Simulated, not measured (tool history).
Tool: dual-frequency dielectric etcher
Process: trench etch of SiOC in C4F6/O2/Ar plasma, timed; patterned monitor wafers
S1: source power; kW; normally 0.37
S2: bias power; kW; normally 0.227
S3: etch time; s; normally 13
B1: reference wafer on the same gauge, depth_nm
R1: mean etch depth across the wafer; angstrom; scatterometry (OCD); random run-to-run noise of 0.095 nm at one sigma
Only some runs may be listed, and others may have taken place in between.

{"run": 1, "hour": 0.0, "S1": 0.37, "S2": 0.227, "S3": 13, "B1": 21.91, "R1": 262.7}
{"run": 2, "hour": 57.7, "S1": 0.37, "S2": 0.227, "S3": 13, "B1": 21.86, "R1": 263.7}
{"run": 3, "hour": 110.5, "S1": 0.37, "S2": 0.227, "S3": 13, "B1": 21.84, "R1": 262.4}
{"run": 4, "hour": 170.4, "S1": 0.37, "S2": 0.227, "S3": 13, "B1": 21.81, "R1": 260.9}
{"run": 5, "hour": 309.5, "S1": 0.37, "S2": 0.227, "S3": 13, "B1": 21.79, "R1": 262}
{"run": 6, "hour": 346.4, "S1": 0.37, "S2": 0.227, "S3": 13, "B1": 21.77, "R1": 263.1}
{"hour": 363.0, "done": "source power generator calibrated"}
{"run": 7, "hour": 391.2, "S1": 0.37, "S2": 0.227, "S3": 16.5, "B1": 21.77, "R1": 333.2}
{"hour": 482.1, "done": "wet clean of the chamber"}
{"hour": 540.8, "done": "gauge calibrated"}
{"run": 8, "hour": 567.3, "S1": 0.41, "S2": 0.172, "S3": 13, "B1": 22.61, "R1": 242.7}
{"run": 9, "hour": 621.6, "S1": 0.37, "S2": 0.242, "S3": 11, "B1": 22.56, "R1": 237.8}
{"run": 10, "hour": 679.9, "S1": 0.37, "S2": 0.227, "S3": 13, "B1": 22.55, "R1": 272.6}
{"run": 11, "hour": 739.6, "S1": 0.37, "S2": 0.227, "S3": 13, "B1": 22.54, "R1": 270.4}
{"run": 12, "hour": 793.5, "S1": 0.37, "S2": 0.175, "S3": 13, "B1": 22.54, "R1": 233.2}
{"hour": 820.6, "done": "bias power generator calibrated"}
{"run": 13, "hour": 852.9, "S1": 0.37, "S2": 0.227, "S3": 14.5, "B1": 22.5, "R1": 301.9}
{"run": 14, "hour": 881.8, "S1": 0.29, "S2": 0.208, "S3": 14, "B1": 22.49, "R1": 249.3}
{"run": 15, "hour": 927.6, "S1": 0.44, "S2": 0.172, "S3": 10, "B1": 22.52, "R1": 191.8}
{"run": 16, "hour": 993.3, "S1": 0.37, "S2": 0.227, "S3": 13, "B1": 22.46, "R1": 270.7}
{"hour": 1038.1, "done": "wet clean of the chamber"}
{"run": 17, "hour": 1041.2, "S1": 0.32, "S2": 0.21, "S3": 13, "B1": 22.47, "R1": 241.7}
{"hour": 1098.8, "done": "upper electrode replaced"}
{"run": 18, "hour": 1099.3, "S1": 0.43, "S2": 0.272, "S3": 15.5, "B1": 22.46, "R1": 376.5}

Estimate the outcome of run 19 from the log above:
{"run": 19, "hour": 1115.6, "S1": 0.37, "S2": 0.227, "S3": 13, "B1": "?", "R1": "?"}

B1: 22.43
R1: 270.2 angstrom
On a tool with no hidden condition, and with the same random variation, this run would have come out at R1 273.6 angstrom.
